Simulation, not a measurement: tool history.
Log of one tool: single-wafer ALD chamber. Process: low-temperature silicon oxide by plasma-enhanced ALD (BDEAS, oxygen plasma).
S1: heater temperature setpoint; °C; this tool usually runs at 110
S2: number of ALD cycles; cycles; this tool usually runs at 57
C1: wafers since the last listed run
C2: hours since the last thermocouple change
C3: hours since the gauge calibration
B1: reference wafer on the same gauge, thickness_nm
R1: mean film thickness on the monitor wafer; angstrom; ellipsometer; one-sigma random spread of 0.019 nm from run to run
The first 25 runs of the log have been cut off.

run 26 hour=1273.1 | S1=110 S2=53 | C1=261 C2=497.4 C3=1127.3 | B1=8.421 | R1=71.66
run 27 hour=1343.1 | S1=96 S2=54 | C1=433 C2=567.4 C3=1197.3 | B1=8.43 | R1=74.9
run 28 hour=1383.6 | S1=119 S2=57 | C1=250 C2=607.9 C3=1237.8 | B1=8.434 | R1=75.87
-- hour=1415.3 gauge calibrated
run 29 hour=1434.6 | S1=99 S2=57 | C1=315 C2=658.9 C3=19.3 | B1=8.422 | R1=78.57
run 30 hour=1575 | S1=96 S2=57 | C1=869 C2=799.3 C3=159.7 | B1=8.428 | R1=79.21
run 31 hour=1632.8 | S1=119 S2=57 | C1=358 C2=857.1 C3=217.5 | B1=8.421 | R1=75.83
run 32 hour=1675.8 | S1=100 S2=57 | C1=266 C2=900.1 C3=260.5 | B1=8.436 | R1=78.18
run 33 hour=1714.5 | S1=116 S2=65 | C1=239 C2=938.8 C3=299.2 | B1=8.429 | R1=87.07
run 34 hour=1758.7 | S1=110 S2=50 | C1=273 C2=983 C3=343.4 | B1=8.43 | R1=67.34
run 35 hour=1783.3 | S1=110 S2=63 | C1=152 C2=1007.6 C3=368 | B1=8.428 | R1=85.43
run 36 hour=1813.3 | S1=99 S2=57 | C1=185 C2=1037.6 C3=398 | B1=8.427 | R1=78.25
run 37 hour=1882 | S1=97 S2=57 | C1=425 C2=1106.3 C3=466.7 | B1=8.424 | R1=78.87
run 38 hour=1906.6 | S1=96 S2=57 | C1=152 C2=1130.9 C3=491.3 | B1=8.427 | R1=79.19
run 39 hour=1975.7 | S1=101 S2=66 | C1=428 C2=1200 C3=560.4 | B1=8.431 | R1=90.23
run 40 hour=2024.3 | S1=124 S2=57 | C1=301 C2=1248.6 C3=609 | B1=8.437 | R1=75.31
run 41 hour=2052.7 | S1=110 S2=57 | C1=175 C2=1277 C3=637.4 | B1=8.429 | R1=76.83
run 42 hour=2111.5 | S1=116 S2=62 | C1=364 C2=1335.8 C3=696.2 | B1=8.431 | R1=82.58
run 43 hour=2289.8 | S1=118 S2=61 | C1=1104 C2=1514.1 C3=874.5 | B1=8.427 | R1=80.99
run 44 hour=2394.8 | S1=110 S2=57 | C1=650 C2=1619.1 C3=979.5 | B1=8.425 | R1=76.55

Predict each of these 4 candidate next runs independently; none follows another, all start after run 44:
run A hour=2395.3 | S1=110 S2=57 | C1=3 C2=1619.6 C3=980 | B1=? | R1=?
run B hour=2395.3 | S1=103 S2=49 | C1=3 C2=1619.6 C3=980 | B1=? | R1=?
run C hour=2395.3 | S1=117 S2=57 | C1=3 C2=1619.6 C3=980 | B1=? | R1=?
run D hour=2395.3 | S1=123 S2=57 | C1=3 C2=1619.6 C3=980 | B1=? | R1=?

run=A B1=8.428 R1=76.77
run=B B1=8.428 R1=66.79
run=C B1=8.428 R1=75.84
run=D B1=8.428 R1=75.04
With no hidden state in the tool, these same runs would have given:
run=A R1=77.5
run=B R1=67.42
run=C R1=76.57
run=D R1=75.78
